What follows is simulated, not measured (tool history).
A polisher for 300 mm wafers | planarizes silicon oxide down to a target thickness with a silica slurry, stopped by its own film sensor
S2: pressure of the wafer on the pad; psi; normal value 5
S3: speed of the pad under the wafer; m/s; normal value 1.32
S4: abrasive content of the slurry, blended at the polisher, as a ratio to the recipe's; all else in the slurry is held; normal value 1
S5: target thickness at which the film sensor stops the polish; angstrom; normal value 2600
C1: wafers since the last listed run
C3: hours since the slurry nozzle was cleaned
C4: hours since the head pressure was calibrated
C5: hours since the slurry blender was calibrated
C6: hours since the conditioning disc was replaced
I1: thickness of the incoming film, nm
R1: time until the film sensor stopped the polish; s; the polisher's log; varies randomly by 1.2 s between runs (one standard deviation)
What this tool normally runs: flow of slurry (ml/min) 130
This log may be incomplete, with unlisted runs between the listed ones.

run 1 hour=0 | flow_of_slurry_(ml/min)=130 S2=5 S3=1.32 S4=1 S5=2600 | C1=0 wafers_polished_on_this_pad=431 C3=51.9 C4=483.9 C5=7.3 C6=59 | I1=744 | R1=136
-- hour=9.5 worn pad replaced by a new one
run 2 hour=13.8 | flow_of_slurry_(ml/min)=130 S2=5 S3=1.32 S4=1 S5=3860 | C1=58 wafers_polished_on_this_pad=25 C3=65.7 C4=497.7 C5=21.1 C6=72.8 | I1=732.4 | R1=97.9
run 3 hour=22.6 | flow_of_slurry_(ml/min)=130 S2=5 S3=1.32 S4=1 S5=3860 | C1=52 wafers_polished_on_this_pad=78 C3=74.5 C4=506.5 C5=29.9 C6=81.6 | I1=734.2 | R1=100
run 4 hour=34.6 | flow_of_slurry_(ml/min)=130 S2=5 S3=1.32 S4=1 S5=2600 | C1=71 wafers_polished_on_this_pad=149 C3=86.5 C4=518.5 C5=41.9 C6=93.6 | I1=731.3 | R1=135.5
run 5 hour=42.2 | flow_of_slurry_(ml/min)=130 S2=5 S3=1.32 S4=1 S5=2600 | C1=45 wafers_polished_on_this_pad=194 C3=94.1 C4=526.1 C5=49.5 C6=101.2 | I1=746.1 | R1=141.3
run 6 hour=52.8 | flow_of_slurry_(ml/min)=130 S2=5 S3=1.32 S4=1 S5=2600 | C1=63 wafers_polished_on_this_pad=257 C3=104.7 C4=536.7 C5=60.1 C6=111.8 | I1=741.5 | R1=142.4
run 7 hour=70.7 | flow_of_slurry_(ml/min)=130 S2=5 S3=1.32 S4=1 S5=2600 | C1=106 wafers_polished_on_this_pad=364 C3=122.6 C4=554.6 C5=78 C6=129.7 | I1=749.2 | R1=146.7
run 8 hour=77.3 | flow_of_slurry_(ml/min)=130 S2=5 S3=1.32 S4=1 S5=2600 | C1=39 wafers_polished_on_this_pad=403 C3=129.2 C4=561.2 C5=84.6 C6=136.3 | I1=741.7 | R1=141.7
run 9 hour=83.8 | flow_of_slurry_(ml/min)=130 S2=5 S3=1.32 S4=1 S5=2600 | C1=38 wafers_polished_on_this_pad=442 C3=135.7 C4=567.7 C5=91.1 C6=142.8 | I1=742.8 | R1=146.1
-- hour=89.1 slurry blender recalibrated
run 10 hour=94.4 | flow_of_slurry_(ml/min)=130 S2=5 S3=1.32 S4=1 S5=2600 | C1=51 wafers_polished_on_this_pad=493 C3=146.3 C4=578.3 C5=5.3 C6=153.4 | I1=738.5 | R1=145
-- hour=105.7 conditioning disc replaced and pad reconditioned
-- hour=105.9 worn pad replaced by a new one
run 11 hour=106.4 | flow_of_slurry_(ml/min)=130 S2=5 S3=1.32 S4=1 S5=2600 | C1=58 wafers_polished_on_this_pad=2 C3=158.3 C4=590.3 C5=17.3 C6=0.7 | I1=732.9 | R1=131.2
run 12 hour=152.1 | flow_of_slurry_(ml/min)=130 S2=5 S3=1.18 S4=0.7 S5=3260 | C1=272 wafers_polished_on_this_pad=274 C3=204 C4=636 C5=63 C6=46.4 | I1=755 | R1=172.8
run 13 hour=162.1 | flow_of_slurry_(ml/min)=130 S2=5 S3=1.32 S4=1 S5=3200 | C1=59 wafers_polished_on_this_pad=334 C3=214 C4=646 C5=73 C6=56.4 | I1=740.3 | R1=118.6
run 14 hour=177.3 | flow_of_slurry_(ml/min)=115 S2=3.6 S3=1.32 S4=1 S5=2600 | C1=90 wafers_polished_on_this_pad=424 C3=229.2 C4=661.2 C5=88.2 C6=71.6 | I1=751 | R1=178.6
-- hour=185.3 head pressure recalibrated
run 15 hour=194.1 | flow_of_slurry_(ml/min)=130 S2=3.2 S3=1.32 S4=1.15 S5=2600 | C1=88 wafers_polished_on_this_pad=512 C3=246 C4=8.8 C5=105 C6=88.4 | I1=738.7 | R1=169.2
-- hour=201.5 slurry blender recalibrated
run 16 hour=204.1 | flow_of_slurry_(ml/min)=130 S2=5 S3=1.32 S4=1 S5=4130 | C1=47 wafers_polished_on_this_pad=560 C3=256 C4=18.8 C5=2.6 C6=98.4 | I1=746.4 | R1=96
run 17 hour=210.1 | flow_of_slurry_(ml/min)=130 S2=5 S3=1.32 S4=1 S5=2600 | C1=35 wafers_polished_on_this_pad=596 C3=262 C4=24.8 C5=8.6 C6=104.4 | I1=730.8 | R1=137.7
-- hour=215 worn pad replaced by a new one
run 18 hour=217.8 | flow_of_slurry_(ml/min)=105 S2=5 S3=1.08 S4=1.1 S5=3790 | C1=22 wafers_polished_on_this_pad=16 C3=269.7 C4=32.5 C5=16.3 C6=112.1 | I1=737.3 | R1=122.1
-- hour=222.3 slurry nozzle cleaned
run 19 hour=234.3 | flow_of_slurry_(ml/min)=150 S2=4.5 S3=1.32 S4=1.25 S5=2600 | C1=92 wafers_polished_on_this_pad=108 C3=12 C4=49 C5=32.8 C6=128.6 | I1=744.4 | R1=132.5
run 20 hour=249.3 | flow_of_slurry_(ml/min)=130 S2=4.3 S3=0.96 S4=1.1 S5=2020 | C1=89 wafers_polished_on_this_pad=198 C3=27 C4=64 C5=47.8 C6=143.6 | I1=730.3 | R1=209.2
run 21 hour=255.4 | flow_of_slurry_(ml/min)=130 S2=5 S3=1.32 S4=1 S5=2600 | C1=36 wafers_polished_on_this_pad=234 C3=33.1 C4=70.1 C5=53.9 C6=149.7 | I1=733.7 | R1=144.1
run 22 hour=272.8 | flow_of_slurry_(ml/min)=95 S2=5.6 S3=1.32 S4=1 S5=1870 | C1=103 wafers_polished_on_this_pad=338 C3=50.5 C4=87.5 C5=71.3 C6=167.1 | I1=745 | R1=171.2
-- hour=274.8 conditioning disc replaced and pad reconditioned
run 23 hour=279.4 | flow_of_slurry_(ml/min)=130 S2=5 S3=1.32 S4=1 S5=3860 | C1=27 wafers_polished_on_this_pad=365 C3=57.1 C4=94.1 C5=77.9 C6=4.6 | I1=741.1 | R1=97.7
run 24 hour=290.6 | flow_of_slurry_(ml/min)=130 S2=5 S3=1.32 S4=1 S5=2600 | C1=66 wafers_polished_on_this_pad=432 C3=68.3 C4=105.3 C5=89.1 C6=15.8 | I1=732.3 | R1=131.3
-- hour=301.7 worn pad replaced by a new one
run 25 hour=303.6 | flow_of_slurry_(ml/min)=130 S2=5 S3=1.32 S4=1 S5=2600 | C1=53 wafers_polished_on_this_pad=11 C3=81.3 C4=118.3 C5=102.1 C6=28.8 | I1=750.8 | R1=138
-- hour=310.2 slurry blender recalibrated
run 26 hour=311.8 | flow_of_slurry_(ml/min)=90 S2=3.6 S3=1.32 S4=1 S5=2600 | C1=36 wafers_polished_on_this_pad=48 C3=89.5 C4=126.5 C5=1.6 C6=37 | I1=743.7 | R1=189.7

For some of the steps in R1 from one run to the next: how much would appear even if the tool had no hidden state, given the settings, what came in and random variation, and how much remains for the hidden state plus any gauge scatter that the measured result and the result without hidden state don't share?
Unlogged tool condition in this case: removal rate lost through wear of the pad, %; slurry flow missing at the pad, %; deviation of the head's pressure from its setpoint, %; abrasive missing from the slurry, %; time polished since the conditioner stopped cutting, s.
Run 10 -> 11: conditioning disc replaced and pad reconditioned, worn pad replaced by a new one. R1 -13.8 s: hidden state -12.1, all else -1.7.
Run 19 -> 20: flow of slurry (ml/min) 150 -> 130, S2 4.5 -> 4.3, S3 1.32 -> 0.96, S4 1.25 -> 1.1, S5 2600 -> 2020. R1 +76.7 s: hidden state +3.5, all else +73.2.
Run 22 -> 23: flow of slurry (ml/min) 95 -> 130, S2 5.6 -> 5, S5 1870 -> 3860, conditioning disc replaced and pad reconditioned. R1 -73.5 s: hidden state -18.7, all else -54.8.

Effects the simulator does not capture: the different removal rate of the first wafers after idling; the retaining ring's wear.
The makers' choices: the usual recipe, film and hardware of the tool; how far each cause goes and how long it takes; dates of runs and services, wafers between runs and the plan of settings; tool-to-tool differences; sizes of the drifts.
